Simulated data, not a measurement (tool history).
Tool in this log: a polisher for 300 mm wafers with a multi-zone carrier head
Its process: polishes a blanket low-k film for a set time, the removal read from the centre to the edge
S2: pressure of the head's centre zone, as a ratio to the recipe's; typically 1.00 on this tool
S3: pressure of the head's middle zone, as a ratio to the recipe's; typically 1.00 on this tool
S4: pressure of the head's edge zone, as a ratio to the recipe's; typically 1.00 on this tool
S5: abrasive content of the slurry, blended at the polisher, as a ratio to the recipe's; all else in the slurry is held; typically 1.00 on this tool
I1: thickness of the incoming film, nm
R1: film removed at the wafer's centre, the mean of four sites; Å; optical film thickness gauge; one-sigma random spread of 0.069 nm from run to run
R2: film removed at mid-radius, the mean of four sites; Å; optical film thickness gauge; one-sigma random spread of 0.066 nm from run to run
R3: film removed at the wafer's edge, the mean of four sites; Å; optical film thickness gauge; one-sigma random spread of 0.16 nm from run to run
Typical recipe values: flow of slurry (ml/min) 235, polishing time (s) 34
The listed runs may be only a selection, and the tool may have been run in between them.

Run 1, day 0.000: usual settings; I1 463.0. Result: R1 104 Å, R2 109 Å, R3 110 Å.
Run 2, day 0.708: usual settings; I1 454.9. Result: R1 103 Å, R2 109 Å, R3 112 Å.
At day 1.029: worn pad replaced by a new one.
Run 3, day 2.192: usual settings; I1 465.0. Result: R1 103 Å, R2 111 Å, R3 109 Å.
Run 4, day 3.367: usual settings; I1 461.2. Result: R1 102 Å, R2 110 Å, R3 110 Å.
At day 4.183: worn pad replaced by a new one.
Run 5, day 4.725: usual settings; I1 460.0. Result: R1 102 Å, R2 109 Å, R3 109 Å.
Run 6, day 6.067: usual settings; I1 458.2. Result: R1 101 Å, R2 109 Å, R3 112 Å.
Run 7, day 7.462: usual settings; I1 462.9. Result: R1 101 Å, R2 109 Å, R3 109 Å.
At day 7.779: edge zone pressure recalibrated.
At day 7.917: slurry nozzle cleaned.
At day 8.029: worn pad replaced by a new one.
Run 8, day 8.758: usual settings; I1 469.7. Result: R1 101 Å, R2 109 Å, R3 109 Å.
Run 9, day 9.746: usual settings; I1 459.1. Result: R1 99 Å, R2 110 Å, R3 110 Å.
Run 10, day 10.412: usual settings but flow of slurry (ml/min) 280, S3 0.90, S4 0.88; I1 459.6. Result: R1 102 Å, R2 103 Å, R3 106 Å.
At day 10.721: carrier head's membrane replaced by a new one.
At day 11.296: centre zone pressure recalibrated.
At day 11.446: worn pad replaced by a new one.
Run 11, day 11.567: usual settings but S2 1.08, S3 0.91, S5 0.70; I1 456.6. Result: R1 97 Å, R2 84 Å, R3 90 Å.
Run 12, day 12.746: usual settings but S5 0.90; I1 464.9. Result: R1 104 Å, R2 104 Å, R3 103 Å.
Run 13, day 13.717: usual settings; I1 459.6. Result: R1 108 Å, R2 110 Å, R3 111 Å.
At day 14.812: worn pad replaced by a new one.
Run 14, day 14.892: usual settings but S4 0.91, S5 0.70, polishing time (s) 39; I1 467.3. Result: R1 102 Å, R2 103 Å, R3 100 Å.
Run 15, day 16.071: usual settings but S3 1.07, S4 1.05; I1 462.8. Result: R1 108 Å, R2 115 Å, R3 111 Å.
Run 16, day 16.962: usual settings but S2 0.93; I1 462.0. Result: R1 101 Å, R2 108 Å, R3 107 Å.

The tool's hidden state at each run:
removal rate lost through wear of the pad, %: 0, the same for each run
slurry flow missing at the pad, %: 0, the same for each run
deviation of the edge zone's pressure from its setpoint, %: 0, the same for each run
H1: deviation of the centre zone's pressure from its setpoint, %
run     H1
  1  -8.36
  2  -8.67
  3  -9.31
  4  -9.82
  5  -10.4
  6    -11
  7  -11.6
  8  -12.2
  9  -12.6
 10  -12.9
 11  -1.28
 12  -1.79
 13  -2.21
 14  -2.72
 15  -3.23
 16  -3.62
